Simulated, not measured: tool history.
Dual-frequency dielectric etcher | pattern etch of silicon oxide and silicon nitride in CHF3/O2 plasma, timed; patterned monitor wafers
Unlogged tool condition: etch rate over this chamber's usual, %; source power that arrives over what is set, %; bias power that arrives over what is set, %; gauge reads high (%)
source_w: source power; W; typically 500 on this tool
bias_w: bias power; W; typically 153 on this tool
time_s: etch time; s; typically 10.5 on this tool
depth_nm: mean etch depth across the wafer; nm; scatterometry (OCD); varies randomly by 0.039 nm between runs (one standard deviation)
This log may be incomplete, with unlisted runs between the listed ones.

run,day,source_w,bias_w,time_s,wafers since the last listed run,hours since the last wet clean,hours since the last source power generator calibration,hours since the last bias power generator calibration,hours since the last upper electrode change,hours since the gauge calibration,"read-back reference wafer on the same gauge, depth_nm",depth_nm
1,0.000,500,153,10.5,0,183.8,3009.6,2960.3,5797.7,281.4,13.82,13.33
2,1.525,500,153,10.5,883,220.4,3046.2,2996.9,5834.3,318.0,13.82,13.33
3,9.696,500,153,10.5,4732,416.5,3242.3,3193.0,6030.4,514.1,13.82,13.54
# day 11.383: wet clean of the chamber
4,11.404,500,153,10.5,410,0.5,3283.3,3234.0,6071.4,555.1,13.79,13.13
5,12.650,500,153,10.5,721,30.4,3313.2,3263.9,6101.3,585.0,13.78,13.15
6,14.058,500,153,10.5,815,64.2,3347.0,3297.7,6135.1,618.8,13.82,13.29
# day 19.075: upper electrode replaced, of another model than before
7,21.300,500,153,10.5,3615,238.0,3520.8,3471.5,53.4,792.6,13.78,13.40
8,23.612,500,153,10.5,1339,293.5,3576.3,3527.0,108.9,848.1,13.79,13.36
9,25.342,500,153,10.5,1001,335.0,3617.8,3568.5,150.4,889.6,13.78,13.38
# day 28.379: wet clean of the chamber
10,28.400,500,153,10.5,1192,0.5,3691.2,3641.9,223.8,963.0,13.80,13.12
11,29.688,500,134,10.5,745,31.4,3722.1,3672.8,254.7,993.9,13.82,12.21
12,31.758,390,143,11.5,1199,81.1,3771.8,3722.5,304.4,1043.6,13.82,13.26
13,34.746,500,153,10.5,1730,152.8,3843.5,3794.2,376.1,1115.3,13.81,13.20
14,36.175,390,143,11.5,827,187.1,3877.8,3828.5,410.4,1149.6,13.79,13.36
# day 36.783: source power generator calibrated
# day 37.867: gauge calibrated
15,37.967,500,170,9.5,941,230.1,28.4,3871.5,453.4,2.4,13.82,12.77
# day 39.229: bias power generator calibrated
16,39.250,430,153,12.5,646,260.9,59.2,0.5,484.2,33.2,13.81,15.39
# day 43.308: wet clean of the chamber
17,44.421,410,139,10.5,2415,26.7,183.3,124.6,608.3,157.3,13.81,12.04
18,45.946,500,153,10.5,883,63.3,219.9,161.2,644.9,193.9,13.79,13.20
19,48.500,500,167,8.5,1479,124.6,281.2,222.5,706.2,255.2,13.80,11.21
20,49.742,500,175,9.5,719,154.4,311.0,252.3,736.0,285.0,13.78,12.91
21,52.458,550,130,8.5,1573,219.6,376.2,317.5,801.2,350.2,13.81,10.07
22,53.579,500,153,8.0,649,246.5,403.1,344.4,828.1,377.1,13.80,10.15
23,54.967,470,133,8.5,803,279.8,436.4,377.7,861.4,410.4,13.81,9.94

Below are 4 alternative next runs, each starting from the tool's condition after run 23. Predict each:
A,54.983,500,153,10.5,9,280.2,436.8,378.1,861.8,410.8,?,?
B,54.983,530,168,13.0,9,280.2,436.8,378.1,861.8,410.8,?,?
C,54.983,500,139,9.5,9,280.2,436.8,378.1,861.8,410.8,?,?
D,54.983,460,153,10.5,9,280.2,436.8,378.1,861.8,410.8,?,?

run,"read-back reference wafer on the same gauge, depth_nm",depth_nm
A,13.80,13.33
B,13.80,17.55
C,13.80,11.45
D,13.80,13.12
Without the tool's unlogged condition, the same runs would have read:
run,depth_nm
A,13.10
B,17.24
C,11.25
D,12.89

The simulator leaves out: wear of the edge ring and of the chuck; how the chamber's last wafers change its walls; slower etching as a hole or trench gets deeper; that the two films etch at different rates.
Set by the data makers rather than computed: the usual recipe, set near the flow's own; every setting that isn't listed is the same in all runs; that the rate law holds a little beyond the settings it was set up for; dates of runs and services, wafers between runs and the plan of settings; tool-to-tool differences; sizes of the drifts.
